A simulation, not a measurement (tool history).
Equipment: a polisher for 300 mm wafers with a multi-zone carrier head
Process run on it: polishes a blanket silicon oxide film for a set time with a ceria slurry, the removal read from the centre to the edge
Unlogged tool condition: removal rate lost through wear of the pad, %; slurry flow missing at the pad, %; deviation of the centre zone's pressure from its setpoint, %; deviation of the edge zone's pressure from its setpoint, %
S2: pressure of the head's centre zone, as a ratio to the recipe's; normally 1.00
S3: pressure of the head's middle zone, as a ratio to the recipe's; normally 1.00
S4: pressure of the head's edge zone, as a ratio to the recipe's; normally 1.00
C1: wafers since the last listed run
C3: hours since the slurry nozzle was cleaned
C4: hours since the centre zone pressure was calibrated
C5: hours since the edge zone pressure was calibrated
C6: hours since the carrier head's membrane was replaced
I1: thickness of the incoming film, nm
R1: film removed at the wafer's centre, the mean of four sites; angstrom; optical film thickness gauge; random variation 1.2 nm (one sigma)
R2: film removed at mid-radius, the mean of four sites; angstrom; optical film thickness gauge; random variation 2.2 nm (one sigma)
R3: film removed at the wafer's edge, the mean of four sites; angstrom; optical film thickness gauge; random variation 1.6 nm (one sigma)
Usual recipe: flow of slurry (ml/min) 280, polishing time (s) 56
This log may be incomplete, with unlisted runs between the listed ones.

{"run": 1, "day": 0.0, "flow of slurry (ml/min)": 280, "S2": 1.0, "S3": 1.0, "S4": 1.0, "polishing time (s)": 56, "C1": 0, "wafers polished on this pad": 662, "C3": 45.9, "C4": 1003.6, "C5": 956.6, "C6": 311.4, "I1": 974.2, "R1": 1634, "R2": 1579, "R3": 1593}
{"run": 2, "day": 0.888, "flow of slurry (ml/min)": 280, "S2": 1.0, "S3": 1.0, "S4": 1.0, "polishing time (s)": 56, "C1": 135, "wafers polished on this pad": 798, "C3": 67.2, "C4": 1024.9, "C5": 977.9, "C6": 332.7, "I1": 979.3, "R1": 1617, "R2": 1575, "R3": 1606}
{"run": 3, "day": 2.25, "flow of slurry (ml/min)": 280, "S2": 1.0, "S3": 1.0, "S4": 1.0, "polishing time (s)": 56, "C1": 207, "wafers polished on this pad": 1006, "C3": 99.9, "C4": 1057.6, "C5": 1010.6, "C6": 365.4, "I1": 997.3, "R1": 1585, "R2": 1600, "R3": 1570}
{"run": 4, "day": 3.275, "flow of slurry (ml/min)": 320, "S2": 1.0, "S3": 1.05, "S4": 1.0, "polishing time (s)": 56, "C1": 156, "wafers polished on this pad": 1162, "C3": 124.5, "C4": 1082.2, "C5": 1035.2, "C6": 390.0, "I1": 996.8, "R1": 1587, "R2": 1636, "R3": 1597}
{"run": 5, "day": 3.933, "flow of slurry (ml/min)": 280, "S2": 1.0, "S3": 1.0, "S4": 1.0, "polishing time (s)": 56, "C1": 100, "wafers polished on this pad": 1262, "C3": 140.3, "C4": 1098.0, "C5": 1051.0, "C6": 405.8, "I1": 977.8, "R1": 1563, "R2": 1558, "R3": 1553}
{"day": 5.196, "done": "worn pad replaced by a new one"}
{"run": 6, "day": 5.25, "flow of slurry (ml/min)": 280, "S2": 1.0, "S3": 1.0, "S4": 1.0, "polishing time (s)": 56, "C1": 175, "wafers polished on this pad": 8, "C3": 171.9, "C4": 1129.6, "C5": 1082.6, "C6": 437.4, "I1": 1000.6, "R1": 1664, "R2": 1654, "R3": 1637}
{"run": 7, "day": 6.492, "flow of slurry (ml/min)": 325, "S2": 1.0, "S3": 1.0, "S4": 1.0, "polishing time (s)": 56, "C1": 189, "wafers polished on this pad": 197, "C3": 201.7, "C4": 1159.4, "C5": 1112.4, "C6": 467.2, "I1": 988.1, "R1": 1657, "R2": 1659, "R3": 1658}
{"day": 7.171, "done": "edge zone pressure recalibrated"}
{"run": 8, "day": 7.221, "flow of slurry (ml/min)": 325, "S2": 1.0, "S3": 1.0, "S4": 1.0, "polishing time (s)": 56, "C1": 98, "wafers polished on this pad": 296, "C3": 219.2, "C4": 1176.9, "C5": 1.2, "C6": 484.7, "I1": 993.7, "R1": 1661, "R2": 1655, "R3": 1656}
{"run": 9, "day": 8.208, "flow of slurry (ml/min)": 280, "S2": 1.0, "S3": 1.0, "S4": 1.0, "polishing time (s)": 56, "C1": 150, "wafers polished on this pad": 446, "C3": 242.9, "C4": 1200.6, "C5": 24.9, "C6": 508.4, "I1": 983.3, "R1": 1650, "R2": 1588, "R3": 1605}
{"run": 10, "day": 8.833, "flow of slurry (ml/min)": 280, "S2": 0.92, "S3": 1.0, "S4": 1.0, "polishing time (s)": 56, "C1": 95, "wafers polished on this pad": 542, "C3": 257.9, "C4": 1215.6, "C5": 39.9, "C6": 523.4, "I1": 994.5, "R1": 1516, "R2": 1603, "R3": 1644}
{"run": 11, "day": 9.688, "flow of slurry (ml/min)": 280, "S2": 0.91, "S3": 0.93, "S4": 0.91, "polishing time (s)": 56, "C1": 130, "wafers polished on this pad": 672, "C3": 278.4, "C4": 1236.1, "C5": 60.4, "C6": 543.9, "I1": 975.6, "R1": 1480, "R2": 1526, "R3": 1536}
{"day": 10.012, "done": "centre zone pressure recalibrated"}
{"day": 10.229, "done": "carrier head's membrane replaced by a new one, of another model than before"}
{"run": 12, "day": 11.125, "flow of slurry (ml/min)": 315, "S2": 0.92, "S3": 0.93, "S4": 1.0, "polishing time (s)": 56, "C1": 174, "wafers polished on this pad": 847, "C3": 312.9, "C4": 26.7, "C5": 94.9, "C6": 21.5, "I1": 1000.0, "R1": 1512, "R2": 1562, "R3": 1619}
{"run": 13, "day": 12.296, "flow of slurry (ml/min)": 280, "S2": 0.9, "S3": 1.0, "S4": 1.06, "polishing time (s)": 43, "C1": 178, "wafers polished on this pad": 1026, "C3": 341.0, "C4": 54.8, "C5": 123.0, "C6": 49.6, "I1": 992.3, "R1": 1122, "R2": 1193, "R3": 1251}
{"day": 12.654, "done": "slurry nozzle cleaned"}
{"day": 13.404, "done": "worn pad replaced by a new one"}
{"run": 14, "day": 13.425, "flow of slurry (ml/min)": 280, "S2": 1.0, "S3": 1.0, "S4": 1.0, "polishing time (s)": 56, "C1": 140, "wafers polished on this pad": 3, "C3": 18.5, "C4": 81.9, "C5": 150.1, "C6": 76.7, "I1": 977.6, "R1": 1629, "R2": 1615, "R3": 1643}
{"run": 15, "day": 14.738, "flow of slurry (ml/min)": 280, "S2": 1.0, "S3": 1.0, "S4": 1.0, "polishing time (s)": 56, "C1": 200, "wafers polished on this pad": 203, "C3": 50.0, "C4": 113.4, "C5": 181.6, "C6": 108.2, "I1": 987.6, "R1": 1623, "R2": 1626, "R3": 1615}
{"run": 16, "day": 15.308, "flow of slurry (ml/min)": 280, "S2": 0.93, "S3": 0.9, "S4": 0.91, "polishing time (s)": 56, "C1": 87, "wafers polished on this pad": 290, "C3": 63.7, "C4": 127.1, "C5": 195.3, "C6": 121.9, "I1": 967.9, "R1": 1529, "R2": 1578, "R3": 1530}
{"run": 17, "day": 16.021, "flow of slurry (ml/min)": 280, "S2": 1.0, "S3": 1.0, "S4": 1.04, "polishing time (s)": 56, "C1": 108, "wafers polished on this pad": 399, "C3": 80.8, "C4": 144.2, "C5": 212.4, "C6": 139.0, "I1": 996.6, "R1": 1628, "R2": 1632, "R3": 1659}
{"run": 18, "day": 16.762, "flow of slurry (ml/min)": 280, "S2": 1.0, "S3": 1.0, "S4": 1.0, "polishing time (s)": 56, "C1": 113, "wafers polished on this pad": 512, "C3": 98.6, "C4": 162.0, "C5": 230.2, "C6": 156.8, "I1": 980.9, "R1": 1630, "R2": 1621, "R3": 1612}
{"run": 19, "day": 17.271, "flow of slurry (ml/min)": 280, "S2": 1.0, "S3": 1.0, "S4": 1.0, "polishing time (s)": 56, "C1": 77, "wafers polished on this pad": 589, "C3": 110.8, "C4": 174.2, "C5": 242.4, "C6": 169.0, "I1": 1000.9, "R1": 1606, "R2": 1569, "R3": 1599}

Here are 5 independent what-if runs from the current tool condition. What would each one return?
{"run": "A", "day": 17.288, "flow of slurry (ml/min)": 280, "S2": 1.0, "S3": 1.0, "S4": 1.0, "polishing time (s)": 56, "C1": 2, "wafers polished on this pad": 592, "C3": 111.2, "C4": 174.6, "C5": 242.8, "C6": 169.4, "I1": 998.6, "R1": "?", "R2": "?", "R3": "?"}
{"run": "B", "day": 17.288, "flow of slurry (ml/min)": 315, "S2": 1.0, "S3": 1.05, "S4": 1.0, "polishing time (s)": 56, "C1": 2, "wafers polished on this pad": 592, "C3": 111.2, "C4": 174.6, "C5": 242.8, "C6": 169.4, "I1": 998.6, "R1": "?", "R2": "?", "R3": "?"}
{"run": "C", "day": 17.288, "flow of slurry (ml/min)": 280, "S2": 1.09, "S3": 1.07, "S4": 1.0, "polishing time (s)": 56, "C1": 2, "wafers polished on this pad": 592, "C3": 111.2, "C4": 174.6, "C5": 242.8, "C6": 169.4, "I1": 998.6, "R1": "?", "R2": "?", "R3": "?"}
{"run": "D", "day": 17.288, "flow of slurry (ml/min)": 195, "S2": 0.97, "S3": 1.0, "S4": 1.0, "polishing time (s)": 56, "C1": 2, "wafers polished on this pad": 592, "C3": 111.2, "C4": 174.6, "C5": 242.8, "C6": 169.4, "I1": 998.6, "R1": "?", "R2": "?", "R3": "?"}
{"run": "E", "day": 17.288, "flow of slurry (ml/min)": 280, "S2": 0.91, "S3": 1.0, "S4": 1.0, "polishing time (s)": 56, "C1": 2, "wafers polished on this pad": 592, "C3": 111.2, "C4": 174.6, "C5": 242.8, "C6": 169.4, "I1": 998.6, "R1": "?", "R2": "?", "R3": "?"}

run=A R1=1619 R2=1557 R3=1573
run=B R1=1642 R2=1612 R3=1588
run=C R1=1734 R2=1606 R3=1572
run=D R1=1491 R2=1478 R3=1513
run=E R1=1503 R2=1558 R3=1573
Stripped of hidden state, with their random variation kept, the same runs would have yielded:
run=A R1=1654 R2=1591 R3=1607
run=B R1=1677 R2=1647 R3=1622
run=C R1=1772 R2=1641 R3=1607
run=D R1=1524 R2=1511 R3=1546
run=E R1=1536 R2=1592 R3=1607
